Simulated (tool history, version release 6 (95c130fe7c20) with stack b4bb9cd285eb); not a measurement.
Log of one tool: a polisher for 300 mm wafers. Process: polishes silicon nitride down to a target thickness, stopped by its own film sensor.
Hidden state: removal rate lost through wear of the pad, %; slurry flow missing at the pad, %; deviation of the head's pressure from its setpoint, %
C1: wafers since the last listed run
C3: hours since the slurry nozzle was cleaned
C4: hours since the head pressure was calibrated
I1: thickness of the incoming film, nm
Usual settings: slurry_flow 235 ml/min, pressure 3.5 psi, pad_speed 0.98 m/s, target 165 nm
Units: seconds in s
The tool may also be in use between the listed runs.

Run 1, hour 0.0: usual settings but pad_speed 1.22 m/s; C1 0; wafers polished on this pad 436; C3 487.7; C4 320.7; I1 362.5. Result: seconds 81.6 s.
Run 2, hour 7.2: usual settings; C1 64; wafers polished on this pad 500; C3 494.9; C4 327.9; I1 367.6. Result: seconds 97.4 s.
Run 3, hour 16.9: usual settings; C1 86; wafers polished on this pad 587; C3 504.6; C4 337.6; I1 367.5. Result: seconds 97.3 s.
Run 4, hour 24.2: usual settings; C1 65; wafers polished on this pad 652; C3 511.9; C4 344.9; I1 372.8. Result: seconds 99.9 s.
Run 5, hour 38.2: usual settings but slurry_flow 285 ml/min, pressure 3.9 psi; C1 124; wafers polished on this pad 777; C3 525.9; C4 358.9; I1 366.5. Result: seconds 85.9 s.
Run 6, hour 71.6: usual settings but slurry_flow 285 ml/min, pressure 3.9 psi; C1 297; wafers polished on this pad 1074; C3 559.3; C4 392.3; I1 371.7. Result: seconds 89.3 s.
At hour 79.1: worn pad replaced by a new one.
Run 7, hour 80.1: usual settings but slurry_flow 285 ml/min, pressure 3.9 psi; C1 40; wafers polished on this pad 8; C3 567.8; C4 400.8; I1 372.3. Result: seconds 88.5 s.
Run 8, hour 93.5: usual settings; C1 119; wafers polished on this pad 127; C3 581.2; C4 414.2; I1 373.1. Result: seconds 101.8 s.
Run 9, hour 100.8: usual settings; C1 65; wafers polished on this pad 192; C3 588.5; C4 421.5; I1 373.4. Result: seconds 100.8 s.
At hour 109.6: head pressure recalibrated.
Run 10, hour 110.1: usual settings but slurry_flow 295 ml/min, pressure 4.0 psi; C1 65; wafers polished on this pad 257; C3 597.8; C4 0.5; I1 373.5. Result: seconds 95.7 s.
Run 11, hour 115.3: usual settings but pressure 4.4 psi, target 102 nm; C1 46; wafers polished on this pad 304; C3 603.0; C4 5.7; I1 369.1. Result: seconds 113.8 s.
Run 12, hour 131.0: usual settings but pressure 4.6 psi, target 140 nm; C1 139; wafers polished on this pad 444; C3 618.7; C4 21.4; I1 369.2. Result: seconds 90.3 s.
Run 13, hour 141.1: usual settings but slurry_flow 285 ml/min, pressure 3.9 psi; C1 89; wafers polished on this pad 534; C3 628.8; C4 31.5; I1 370.2. Result: seconds 92.6 s.

Run 14 comes next. What will it give?
Run 14, hour 158.6: usual settings but slurry_flow 305 ml/min, pressure 4.0 psi, pad_speed 0.68 m/s, target 146 nm; C1 155; wafers polished on this pad 690; C3 646.3; C4 49.0; I1 376.2. Result: seconds ?.

{"run 14": {"seconds": 130.3}}
Without the tool's hidden state the same run would have given seconds 136.6 s.
